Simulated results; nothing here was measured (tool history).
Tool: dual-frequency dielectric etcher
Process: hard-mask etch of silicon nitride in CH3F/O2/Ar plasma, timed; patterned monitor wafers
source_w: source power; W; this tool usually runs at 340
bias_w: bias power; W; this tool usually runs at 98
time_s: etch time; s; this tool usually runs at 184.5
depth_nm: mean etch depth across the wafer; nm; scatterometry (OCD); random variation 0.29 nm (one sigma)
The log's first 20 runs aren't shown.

run	hour	source_w	bias_w	time_s	wafers since the last listed run	hours since the last wet clean	hours since the last source power generator calibration	hours since the last bias power generator calibration	hours since the last upper electrode change	hours since the gauge calibration	read-back reference wafer on the same gauge, depth_nm	depth_nm
21	482.2	340	79	226.0	165	67.5	85.0	206.8	120.0	40.7	147.0	148.9
22	508.8	380	80	231.0	129	94.1	111.6	233.4	146.6	67.3	147.0	159.3
23	527.0	340	98	184.5	88	112.3	129.8	251.6	164.8	85.5	147.1	127.7
24	541.6	340	118	230.5	71	126.9	144.4	266.2	179.4	100.1	146.9	167.7
25	576.5	340	91	184.5	170	161.8	179.3	301.1	214.3	135.0	147.0	125.3
26	602.9	340	85	232.0	128	188.2	205.7	327.5	240.7	161.4	146.9	155.7
27	623.7	340	98	212.5	101	209.0	226.5	348.3	261.5	182.2	147.0	147.6
28	658.2	300	98	229.0	168	243.5	261.0	382.8	296.0	216.7	147.1	152.6
29	683.5	340	98	184.5	123	268.8	286.3	408.1	321.3	242.0	146.9	127.9
30	695.6	360	114	184.5	59	280.9	298.4	420.2	333.4	254.1	147.1	136.3
31	723.0	340	109	167.5	133	308.3	325.8	447.6	360.8	281.5	147.1	119.5

Alternative continuations, all from the tool just after run 31; predict every row:
A	723.5	340	98	184.5	2	308.8	326.3	448.1	361.3	282.0	?	?
B	723.5	420	76	142.0	2	308.8	326.3	448.1	361.3	282.0	?	?
C	723.5	370	77	142.0	2	308.8	326.3	448.1	361.3	282.0	?	?

run	read-back reference wafer on the same gauge, depth_nm	depth_nm
A	147.0	128.3
B	147.0	100.3
C	147.0	96.0
Stripped of hidden state, with their random variation kept, the same runs would have yielded:
run	depth_nm
A	128.3
B	100.3
C	96.0
